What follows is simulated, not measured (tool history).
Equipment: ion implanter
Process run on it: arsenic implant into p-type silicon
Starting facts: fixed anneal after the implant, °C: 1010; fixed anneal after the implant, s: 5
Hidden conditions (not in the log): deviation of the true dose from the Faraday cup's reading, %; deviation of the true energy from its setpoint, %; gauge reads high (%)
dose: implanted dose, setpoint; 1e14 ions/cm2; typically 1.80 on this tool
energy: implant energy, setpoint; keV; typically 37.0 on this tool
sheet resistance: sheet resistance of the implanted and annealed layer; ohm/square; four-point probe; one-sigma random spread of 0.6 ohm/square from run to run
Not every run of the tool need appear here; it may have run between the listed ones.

run	hour	dose	energy	wafers since the last listed run	hours since the last dose calibration	hours since the extraction supply was calibrated	hours since the gauge calibration	read-back reference wafer on the same gauge, sheet resistance	sheet resistance
1	0.0	1.53	46.5	0	216.7	4911.4	413.8	435.92	428.24
2	34.0	1.53	46.5	790	250.7	4945.4	447.8	435.99	428.36
3	52.1	1.80	37.0	421	268.8	4963.5	465.9	435.88	397.73
4	77.7	1.80	37.0	595	294.4	4989.1	491.5	436.40	396.73
5	115.7	1.80	37.0	883	332.4	5027.1	529.5	436.07	396.63
6	135.9	1.80	37.0	469	352.6	5047.3	549.7	436.11	397.12
7	169.1	1.80	37.0	772	385.8	5080.5	582.9	436.24	397.28
8	192.6	1.80	37.0	546	409.3	5104.0	606.4	435.98	397.77
9	208.3	1.80	37.0	365	425.0	5119.7	622.1	435.78	396.01
# hour 230.5: gauge calibrated
10	239.4	1.80	37.0	723	456.1	5150.8	8.9	436.19	396.67
11	266.6	2.03	41.5	632	483.3	5178.0	36.1	436.27	357.21
12	289.3	2.03	41.5	528	506.0	5200.7	58.8	435.81	356.97
13	319.1	1.80	37.0	693	535.8	5230.5	88.6	435.94	396.54
14	336.4	1.80	37.0	402	553.1	5247.8	105.9	436.22	396.51
# hour 363.2: extraction supply calibrated
15	363.7	1.63	37.0	448	580.4	0.5	133.2	435.70	426.17
16	384.8	2.22	28.5	490	601.5	21.6	154.3	435.99	354.88
17	399.5	1.80	37.0	341	616.2	36.3	169.0	436.00	395.71
18	415.3	1.26	37.0	367	632.0	52.1	184.8	436.28	507.39
19	475.5	1.98	46.0	1400	692.2	112.3	245.0	435.84	355.88
20	504.9	1.80	37.0	683	721.6	141.7	274.4	435.97	396.33
# hour 556.0: Faraday cup replaced and dose calibrated
21	556.5	2.01	45.5	1014	0.5	193.3	326.0	435.90	356.59
22	569.8	1.64	30.0	309	13.8	206.6	339.3	435.91	441.72
23	599.7	1.31	42.5	695	43.7	236.5	369.2	435.74	485.75
24	618.0	1.80	37.0	425	62.0	254.8	387.5	435.71	398.76
25	644.8	2.13	37.0	623	88.8	281.6	414.3	435.92	352.87
26	656.9	1.30	45.0	281	100.9	293.7	426.4	436.39	482.79
27	680.6	1.37	25.5	551	124.6	317.4	450.1	436.15	512.93
28	701.4	2.28	49.5	483	145.4	338.2	470.9	436.17	320.42
29	737.0	1.60	29.5	828	181.0	373.8	506.5	435.99	448.89
30	758.8	1.80	37.0	507	202.8	395.6	528.3	435.75	398.04
31	771.2	1.80	37.0	288	215.2	408.0	540.7	435.86	396.96
32	790.3	1.27	29.5	444	234.3	427.1	559.8	435.91	527.21
33	805.5	1.30	41.5	353	249.5	442.3	575.0	436.16	488.06
34	829.5	1.80	37.0	558	273.5	466.3	599.0	435.94	395.90
35	854.2	2.06	30.0	574	298.2	491.0	623.7	436.47	372.33
36	872.8	2.18	48.0	432	316.8	509.6	642.3	435.84	330.84
# hour 879.4: gauge calibrated
37	966.0	1.80	37.0	2168	410.0	602.8	86.6	435.97	395.54
38	985.4	1.43	44.5	451	429.4	622.2	106.0	435.92	450.23

Below are 3 alternative next runs, each starting from the tool's condition after run 38. Predict each:
A	985.8	1.50	37.0	9	429.8	622.6	106.4	?	?
B	985.8	1.80	25.5	9	429.8	622.6	106.4	?	?
C	985.8	2.25	28.0	9	429.8	622.6	106.4	?	?

run	read-back reference wafer on the same gauge, sheet resistance	sheet resistance
A	435.60	449.62
B	435.60	420.17
C	435.60	352.26
Stripped of hidden state, with their random variation kept, the same runs would have yielded:
run	sheet resistance
A	455.80
B	426.15
C	357.31
